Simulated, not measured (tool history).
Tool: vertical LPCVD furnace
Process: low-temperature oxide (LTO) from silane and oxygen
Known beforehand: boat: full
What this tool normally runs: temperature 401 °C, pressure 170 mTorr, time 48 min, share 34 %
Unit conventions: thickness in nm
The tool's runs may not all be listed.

run   hour  temperature  pressure  time  share  read-back reference wafer on the same gauge, thickness  thickness
  1      0          401       170    48     34                                                  303.03     246.59
  2   15.8          401       170    48     34                                                  302.92     246.42
  3   22.8          401       170    48     34                                                  303.08     246.85
  4   31.3          401       170    48     34                                                  302.99     245.58
      64.6  -- pressure gauge zeroed
      78.9  -- silane flow controller replaced
      98.5  -- thermocouples replaced and temperature profile calibrated
  5     99          401       170    48     30                                                  303.03     219.12
  6  102.9          401       170    48     30                                                  303.01     218.47
  7  106.9          401       170    48     30                                                  302.95      218.9
     109.8  -- gauge calibrated
  8  110.8          401       145    48     34                                                  302.89     222.99
  9  114.7          398       185    55     36                                                  303.12     339.11
 10  118.7          395       170    34     34                                                  303.01     172.67
 11  122.6          401       170    48     29                                                  303.04     207.97
 12  126.5          401       170    48     34                                                  303.01     261.52
 13  130.5          389       170    48     34                                                  302.87      226.1
 14  134.4          401       210    48     34                                                  303.11     322.41
 15  138.8          401       170    48     34                                                  302.97     260.44
 16  145.4          401       185    48     40                                                  303.09      348.8
 17  159.3          401       170    57     34                                                  303.01     308.78

Forecast each of these 3 alternatives for the next run:
  A  163.3          401       170    48     39                                                       ?          ?
  B  163.3          407       195    57     29                                                       ?          ?
  C  163.3          409       170    48     34                                                       ?          ?

run  read-back reference wafer on the same gauge, thickness  thickness
  A                                                  302.81     310.91
  B                                                  302.81     304.06
  C                                                  302.81     285.12
Stripped of hidden state, with their random variation kept, the same runs would have yielded:
run  thickness
  A     314.69
  B     307.28
  C     288.59
